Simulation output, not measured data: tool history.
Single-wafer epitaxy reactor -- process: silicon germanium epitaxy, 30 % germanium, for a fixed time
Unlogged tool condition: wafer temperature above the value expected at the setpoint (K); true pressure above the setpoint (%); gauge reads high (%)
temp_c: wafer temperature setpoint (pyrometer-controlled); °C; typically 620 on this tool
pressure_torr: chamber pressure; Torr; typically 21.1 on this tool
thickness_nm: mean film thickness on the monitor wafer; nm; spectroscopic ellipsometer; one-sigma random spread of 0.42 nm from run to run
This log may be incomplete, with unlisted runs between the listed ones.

run    hour  temp_c  pressure_torr  wafers since the last listed run  hours since the last pyrometer calibration  hours since the last manometer calibration  hours since the showerhead was replaced  hours since the gauge calibration  read-back reference wafer on the same gauge, thickness_nm  thickness_nm
  1     0.0     620           21.1                                 0                                       359.9                                        95.2                                   5861.6                              518.0                                                     98.567        85.756
  2    88.5     620           21.1                               968                                       448.4                                       183.7                                   5950.1                              606.5                                                     98.307        86.899
  3   151.5     620           21.1                               689                                       511.4                                       246.7                                   6013.1                              669.5                                                     98.347        86.428
  4   212.2     620           21.1                               664                                       572.1                                       307.4                                   6073.8                              730.2                                                     98.351        86.554
  5   292.0     620           21.1                               873                                       651.9                                       387.2                                   6153.6                              810.0                                                     98.250        86.078
  6   394.1     620           21.1                              1117                                       754.0                                       489.3                                   6255.7                              912.1                                                     98.514        85.709
  7   454.0     620           21.1                               655                                       813.9                                       549.2                                   6315.6                              972.0                                                     98.117        86.440
  8   501.6     620           21.1                               521                                       861.5                                       596.8                                   6363.2                             1019.6                                                     98.180        85.909
  9   561.5     620           21.1                               655                                       921.4                                       656.7                                   6423.1                             1079.5                                                     98.332        85.530
 10   646.6     620           21.1                               931                                      1006.5                                       741.8                                   6508.2                             1164.6                                                     98.256        85.229
 11   743.4     620           21.1                              1059                                      1103.3                                       838.6                                   6605.0                             1261.4                                                     98.479        84.315
 12   817.2     620           21.1                               807                                      1177.1                                       912.4                                   6678.8                             1335.2                                                     98.223        84.591
      908.0  -- capacitance manometer re-zeroed and calibrated
 13   914.1     608           23.5                               973                                      1274.0                                         6.1                                   6775.7                             1432.1                                                     98.288        71.374
 14   950.6     608           23.1                               399                                      1310.5                                        42.6                                   6812.2                             1468.6                                                     98.532        70.675
 15  1031.5     620           21.1                               885                                      1391.4                                       123.5                                   6893.1                             1549.5                                                     98.296        87.283
 16  1089.8     620           24.1                               638                                      1449.7                                       181.8                                   6951.4                             1607.8                                                     98.350        92.146
     1138.1  -- showerhead replaced, of another model than before
 17  1184.9     613           18.8                               953                                      1544.8                                       276.9                                     46.8                             1702.9                                                     98.226        72.497
 18  1245.2     620           21.1                               660                                      1605.1                                       337.2                                    107.1                             1763.2                                                     98.102        86.130
     1270.7  -- pyrometer calibrated
 19  1312.5     620           21.1                               649                                        41.8                                       404.5                                    174.4                             1830.5                                                     98.281        86.355
     1332.5  -- gauge calibrated
 20  1385.4     625           21.1                               797                                       114.7                                       477.4                                    247.3                               52.9                                                     98.247        96.848
 21  1435.5     615           23.1                               548                                       164.8                                       527.5                                    297.4                              103.0                                                     98.384        80.845
 22  1522.7     620           21.1                               954                                       252.0                                       614.7                                    384.6                              190.2                                                     98.226        86.105
 23  1612.6     634           17.9                               983                                       341.9                                       704.6                                    474.5                              280.1                                                     98.120       107.527
 24  1685.8     620           16.1                               801                                       415.1                                       777.8                                    547.7                              353.3                                                     98.299        78.938

Below are 5 alternative next runs, each starting from the tool's condition after run 24. Predict each:
  A  1686.2     620           21.1                                 4                                       415.5                                       778.2                                    548.1                              353.7                                                          ?             ?
  B  1686.2     629           16.3                                 4                                       415.5                                       778.2                                    548.1                              353.7                                                          ?             ?
  C  1686.2     607           23.3                                 4                                       415.5                                       778.2                                    548.1                              353.7                                                          ?             ?
  D  1686.2     608           17.8                                 4                                       415.5                                       778.2                                    548.1                              353.7                                                          ?             ?
  E  1686.2     612           25.6                                 4                                       415.5                                       778.2                                    548.1                              353.7                                                          ?             ?

run  read-back reference wafer on the same gauge, thickness_nm  thickness_nm
  A                                                     98.076        86.766
  B                                                     98.076        95.277
  C                                                     98.076        68.941
  D                                                     98.076        64.405
  E                                                     98.076        78.840
With no hidden state in the tool, these same runs would have given:
run  thickness_nm
  A        87.766
  B        96.376
  C        69.737
  D        65.148
  E        79.749

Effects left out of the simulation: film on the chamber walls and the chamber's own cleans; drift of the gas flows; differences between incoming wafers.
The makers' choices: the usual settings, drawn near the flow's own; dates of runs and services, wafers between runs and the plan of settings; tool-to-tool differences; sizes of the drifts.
